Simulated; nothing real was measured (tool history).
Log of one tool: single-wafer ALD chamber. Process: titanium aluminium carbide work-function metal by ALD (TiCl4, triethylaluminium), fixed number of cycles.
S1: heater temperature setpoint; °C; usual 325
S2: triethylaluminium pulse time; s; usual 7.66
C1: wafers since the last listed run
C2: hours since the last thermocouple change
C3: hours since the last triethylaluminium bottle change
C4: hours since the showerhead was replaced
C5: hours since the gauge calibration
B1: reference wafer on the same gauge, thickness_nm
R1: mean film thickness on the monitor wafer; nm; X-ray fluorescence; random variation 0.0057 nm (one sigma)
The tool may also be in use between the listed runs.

| run | day | S1 | S2 | C1 | C2 | C3 | C4 | C5 | B1 | R1 |
|---|---|---|---|---|---|---|---|---|---|---|
| 1 | 0.000 | 325 | 7.66 | 0 | 5.4 | 1139.3 | 3482.7 | 1302.9 | 2.150 | 2.070 |
| 2 | 1.554 | 325 | 7.66 | 342 | 42.7 | 1176.6 | 3520.0 | 1340.2 | 2.149 | 2.069 |
| 3 | 2.725 | 325 | 7.66 | 257 | 70.8 | 1204.7 | 3548.1 | 1368.3 | 2.150 | 2.070 |
| 4 | 4.229 | 325 | 7.66 | 331 | 106.9 | 1240.8 | 3584.2 | 1404.4 | 2.149 | 2.068 |
| 5 | 6.221 | 314 | 6.79 | 438 | 154.7 | 1288.6 | 3632.0 | 1452.2 | 2.150 | 1.913 |
| 6 | 8.488 | 314 | 6.79 | 499 | 209.1 | 1343.0 | 3686.4 | 1506.6 | 2.150 | 1.916 |
| 7 | 12.925 | 314 | 6.79 | 977 | 315.6 | 1449.5 | 3792.9 | 1613.1 | 2.151 | 1.891 |
| 8 | 14.096 | 325 | 7.66 | 257 | 343.7 | 1477.6 | 3821.0 | 1641.2 | 2.151 | 2.042 |
| 9 | 15.567 | 325 | 7.66 | 324 | 379.0 | 1512.9 | 3856.3 | 1676.5 | 2.149 | 2.048 |
| 10 | 18.400 | 325 | 5.28 | 624 | 447.0 | 1580.9 | 3924.3 | 1744.5 | 2.150 | 1.764 |
| 11 | 20.850 | 325 | 6.37 | 539 | 505.8 | 1639.7 | 3983.1 | 1803.3 | 2.150 | 1.906 |
| 12 | 22.004 | 322 | 7.66 | 254 | 533.5 | 1667.4 | 4010.8 | 1831.0 | 2.150 | 2.020 |
|  | 24.821 | triethylaluminium bottle replaced |
| 13 | 24.842 | 322 | 7.66 | 551 | 601.6 | 0.5 | 4078.9 | 1899.1 | 2.150 | 2.077 |
| 14 | 26.588 | 322 | 7.66 | 384 | 643.5 | 42.4 | 4120.8 | 1941.0 | 2.150 | 2.077 |
|  | 27.225 | gauge calibrated |
|  | 28.196 | showerhead replaced |
| 15 | 29.346 | 333 | 5.67 | 534 | 709.7 | 108.6 | 27.6 | 50.9 | 2.150 | 1.963 |
| 16 | 32.192 | 325 | 7.66 | 626 | 778.0 | 176.9 | 95.9 | 119.2 | 2.150 | 2.100 |
| 17 | 33.846 | 331 | 8.80 | 364 | 817.7 | 216.6 | 135.6 | 158.9 | 2.148 | 2.208 |
| 18 | 36.400 | 325 | 5.95 | 562 | 879.0 | 277.9 | 196.9 | 220.2 | 2.151 | 1.958 |
| 19 | 38.179 | 325 | 7.66 | 391 | 921.7 | 320.6 | 239.6 | 262.9 | 2.151 | 2.103 |
| 20 | 39.962 | 316 | 7.66 | 392 | 964.5 | 363.4 | 282.4 | 305.7 | 2.151 | 2.034 |

The next listed run, before its measurement:
| 21 | 41.954 | 312 | 7.66 | 438 | 1012.3 | 411.2 | 330.2 | 353.5 | ? | ? |

Run 21 gave B1 2.149, R1 2.002 nm.
Without the tool's hidden state the same run would have given R1 2.009 nm.

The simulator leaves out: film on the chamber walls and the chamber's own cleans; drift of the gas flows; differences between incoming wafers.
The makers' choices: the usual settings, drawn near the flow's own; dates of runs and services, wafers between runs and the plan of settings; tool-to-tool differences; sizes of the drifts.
